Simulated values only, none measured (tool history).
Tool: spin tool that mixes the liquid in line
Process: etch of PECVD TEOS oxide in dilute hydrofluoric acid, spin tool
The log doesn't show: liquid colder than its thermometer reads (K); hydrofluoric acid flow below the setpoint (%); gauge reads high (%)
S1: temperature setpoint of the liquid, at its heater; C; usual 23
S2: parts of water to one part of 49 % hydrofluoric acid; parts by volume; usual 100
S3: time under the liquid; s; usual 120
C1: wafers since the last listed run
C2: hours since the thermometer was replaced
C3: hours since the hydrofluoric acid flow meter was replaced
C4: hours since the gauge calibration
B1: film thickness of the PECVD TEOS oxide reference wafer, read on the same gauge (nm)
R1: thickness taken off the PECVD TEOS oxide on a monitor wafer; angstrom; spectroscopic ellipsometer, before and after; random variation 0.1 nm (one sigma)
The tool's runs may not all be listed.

run 1 day=0 | S1=25.5 S2=100 S3=120 | C1=0 C2=291.7 C3=1376.3 C4=307.1 | B1=140 | R1=136.3
run 2 day=1.458 | S1=25.5 S2=100 S3=120 | C1=240 C2=326.7 C3=1411.3 C4=342.1 | B1=140 | R1=136.8
run 3 day=2.054 | S1=23 S2=65 S3=165 | C1=98 C2=341 C3=1425.6 C4=356.4 | B1=140 | R1=274.7
-- day=2.362 hydrofluoric acid flow meter replaced
run 4 day=3.433 | S1=23 S2=100 S3=75 | C1=220 C2=374.1 C3=25.7 C4=389.5 | B1=139.99 | R1=83.7
run 5 day=4.408 | S1=23 S2=100 S3=75 | C1=160 C2=397.5 C3=49.1 C4=412.9 | B1=140.01 | R1=83.1
run 6 day=5.058 | S1=23 S2=100 S3=95 | C1=107 C2=413.1 C3=64.7 C4=428.5 | B1=139.98 | R1=105.2
run 7 day=5.662 | S1=23 S2=100 S3=95 | C1=99 C2=427.6 C3=79.2 C4=443 | B1=139.99 | R1=105.8
run 8 day=6.712 | S1=23 S2=100 S3=120 | C1=173 C2=452.8 C3=104.4 C4=468.2 | B1=139.99 | R1=134.2
run 9 day=7.288 | S1=23 S2=100 S3=120 | C1=94 C2=466.6 C3=118.2 C4=482 | B1=140 | R1=134.4
run 10 day=8.567 | S1=23 S2=100 S3=120 | C1=210 C2=497.3 C3=148.9 C4=512.7 | B1=140.01 | R1=132.9
run 11 day=9.929 | S1=23 S2=130 S3=120 | C1=224 C2=530 C3=181.6 C4=545.4 | B1=140.01 | R1=98.4
run 12 day=11.346 | S1=26.5 S2=125 S3=95 | C1=233 C2=564 C3=215.6 C4=579.4 | B1=140.01 | R1=94.3
run 13 day=12.338 | S1=26.5 S2=125 S3=170 | C1=163 C2=587.8 C3=239.4 C4=603.2 | B1=140 | R1=165.8
run 14 day=13.638 | S1=23 S2=100 S3=120 | C1=214 C2=619 C3=270.6 C4=634.4 | B1=139.99 | R1=133.3
run 15 day=14.796 | S1=25 S2=100 S3=120 | C1=190 C2=646.8 C3=298.4 C4=662.2 | B1=139.98 | R1=144.7
run 16 day=16.258 | S1=20.5 S2=125 S3=100 | C1=241 C2=681.9 C3=333.5 C4=697.3 | B1=139.97 | R1=77.1
-- day=17.175 gauge calibrated
run 17 day=17.292 | S1=23 S2=100 S3=120 | C1=170 C2=706.7 C3=358.3 C4=2.8 | B1=140 | R1=132.7
run 18 day=18.583 | S1=26 S2=125 S3=90 | C1=212 C2=737.7 C3=389.3 C4=33.8 | B1=140 | R1=85.2
run 19 day=19.558 | S1=18.5 S2=80 S3=165 | C1=160 C2=761.1 C3=412.7 C4=57.2 | B1=140.01 | R1=193.6
-- day=20.504 thermometer replaced
run 20 day=20.7 | S1=23 S2=60 S3=120 | C1=181 C2=4.7 C3=440.1 C4=84.6 | B1=140.01 | R1=229.3
run 21 day=21.7 | S1=26 S2=65 S3=185 | C1=164 C2=28.7 C3=464.1 C4=108.6 | B1=139.98 | R1=369
run 22 day=22.983 | S1=23 S2=100 S3=120 | C1=211 C2=59.5 C3=494.9 C4=139.4 | B1=140.01 | R1=132
run 23 day=24.354 | S1=23 S2=100 S3=90 | C1=226 C2=92.4 C3=527.8 C4=172.3 | B1=139.98 | R1=97.2
run 24 day=25.229 | S1=23 S2=100 S3=120 | C1=144 C2=113.4 C3=548.8 C4=193.3 | B1=140 | R1=130.8
run 25 day=26.471 | S1=21 S2=60 S3=85 | C1=204 C2=143.2 C3=578.6 C4=223.1 | B1=139.99 | R1=149.7
run 26 day=27.9 | S1=19.5 S2=115 S3=80 | C1=235 C2=177.5 C3=612.9 C4=257.4 | B1=139.98 | R1=64.1
run 27 day=28.788 | S1=26.5 S2=125 S3=55 | C1=146 C2=198.8 C3=634.2 C4=278.7 | B1=139.99 | R1=53.1
run 28 day=29.342 | S1=23 S2=140 S3=170 | C1=91 C2=212.1 C3=647.5 C4=292 | B1=140 | R1=126.5
run 29 day=30.062 | S1=23 S2=100 S3=120 | C1=118 C2=229.4 C3=664.8 C4=309.3 | B1=140 | R1=130.2
run 30 day=31.221 | S1=23 S2=100 S3=120 | C1=190 C2=257.2 C3=692.6 C4=337.1 | B1=140.01 | R1=129.1
run 31 day=32.225 | S1=23 S2=100 S3=120 | C1=165 C2=281.3 C3=716.7 C4=361.2 | B1=140.01 | R1=128.6
run 32 day=33.017 | S1=23 S2=100 S3=120 | C1=130 C2=300.3 C3=735.7 C4=380.2 | B1=140 | R1=128.8

Some steps in R1 between neighbouring runs. How much of each would the tool show without its hidden state too (settings, what came in, random variation), and how much is left for the hidden state, with any gauge scatter that isn't in both results?
Run 2 -> 3: S1 25.5 -> 23, S2 100 -> 65, S3 120 -> 165. R1 +137.9 angstrom: hidden state -11.5, all else +149.4.
Run 3 -> 4: S2 65 -> 100, S3 165 -> 75, hydrofluoric acid flow meter replaced. R1 -191 angstrom: hidden state +23.6, all else -214.6.
Run 20 -> 21: S1 23 -> 26, S2 60 -> 65, S3 120 -> 185. R1 +139.7 angstrom: hidden state -3.7, all else +143.4.
Run 21 -> 22: S1 26 -> 23, S2 65 -> 100, S3 185 -> 120. R1 -237 angstrom: hidden state +5.4, all else -242.4.

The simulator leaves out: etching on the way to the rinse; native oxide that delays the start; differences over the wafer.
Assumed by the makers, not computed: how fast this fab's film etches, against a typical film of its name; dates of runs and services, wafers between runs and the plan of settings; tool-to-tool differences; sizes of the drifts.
